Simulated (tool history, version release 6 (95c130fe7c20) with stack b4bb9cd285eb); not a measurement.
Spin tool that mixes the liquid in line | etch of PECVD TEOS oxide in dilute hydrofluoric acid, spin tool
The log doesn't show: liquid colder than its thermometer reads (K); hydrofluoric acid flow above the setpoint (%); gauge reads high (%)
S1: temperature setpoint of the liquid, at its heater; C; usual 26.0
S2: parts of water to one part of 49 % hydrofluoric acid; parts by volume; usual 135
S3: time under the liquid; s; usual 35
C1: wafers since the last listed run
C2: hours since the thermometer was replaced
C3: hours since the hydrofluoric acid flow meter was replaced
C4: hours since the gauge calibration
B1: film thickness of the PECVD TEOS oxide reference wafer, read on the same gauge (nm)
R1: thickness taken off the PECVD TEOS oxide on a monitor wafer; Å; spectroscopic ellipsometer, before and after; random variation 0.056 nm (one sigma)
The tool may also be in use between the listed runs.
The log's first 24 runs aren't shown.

{"run": 25, "hour": 1393.8, "S1": 26.0, "S2": 110, "S3": 45, "C1": 680, "C2": 1200.8, "C3": 470.0, "C4": 1136.2, "B1": 142.54, "R1": 92.0}
{"run": 26, "hour": 1434.3, "S1": 26.0, "S2": 115, "S3": 35, "C1": 625, "C2": 1241.3, "C3": 510.5, "C4": 1176.7, "B1": 142.29, "R1": 70.0}
{"run": 27, "hour": 1458.4, "S1": 26.0, "S2": 135, "S3": 45, "C1": 372, "C2": 1265.4, "C3": 534.6, "C4": 1200.8, "B1": 142.13, "R1": 74.5}
{"run": 28, "hour": 1500.2, "S1": 22.0, "S2": 105, "S3": 20, "C1": 645, "C2": 1307.2, "C3": 576.4, "C4": 1242.6, "B1": 141.93, "R1": 37.4}
{"run": 29, "hour": 1539.9, "S1": 22.5, "S2": 135, "S3": 35, "C1": 612, "C2": 1346.9, "C3": 616.1, "C4": 1282.3, "B1": 141.68, "R1": 50.1}
{"run": 30, "hour": 1574.1, "S1": 26.0, "S2": 135, "S3": 35, "C1": 527, "C2": 1381.1, "C3": 650.3, "C4": 1316.5, "B1": 141.46, "R1": 58.5}
{"run": 31, "hour": 1620.0, "S1": 26.0, "S2": 135, "S3": 35, "C1": 708, "C2": 1427.0, "C3": 696.2, "C4": 1362.4, "B1": 141.21, "R1": 57.7}
{"run": 32, "hour": 1659.3, "S1": 21.0, "S2": 135, "S3": 45, "C1": 606, "C2": 1466.3, "C3": 735.5, "C4": 1401.7, "B1": 140.92, "R1": 60.7}
{"run": 33, "hour": 1705.9, "S1": 24.5, "S2": 135, "S3": 25, "C1": 719, "C2": 1512.9, "C3": 782.1, "C4": 1448.3, "B1": 140.68, "R1": 38.5}

Forecast each of these 4 alternatives for the next run:
{"run": "A", "hour": 1706.3, "S1": 26.0, "S2": 135, "S3": 35, "C1": 6, "C2": 1513.3, "C3": 782.5, "C4": 1448.7, "B1": "?", "R1": "?"}
{"run": "B", "hour": 1706.3, "S1": 26.0, "S2": 75, "S3": 50, "C1": 6, "C2": 1513.3, "C3": 782.5, "C4": 1448.7, "B1": "?", "R1": "?"}
{"run": "C", "hour": 1706.3, "S1": 26.0, "S2": 85, "S3": 40, "C1": 6, "C2": 1513.3, "C3": 782.5, "C4": 1448.7, "B1": "?", "R1": "?"}
{"run": "D", "hour": 1706.3, "S1": 26.0, "S2": 185, "S3": 30, "C1": 6, "C2": 1513.3, "C3": 782.5, "C4": 1448.7, "B1": "?", "R1": "?"}

run=A B1=140.68 R1=57.1
run=B B1=140.68 R1=158.6
run=C B1=140.68 R1=110.5
run=D B1=140.68 R1=33.7
Without the tool's hidden state the same runs would have given:
run=A R1=60.9
run=B R1=169.1
run=C R1=117.8
run=D R1=35.9
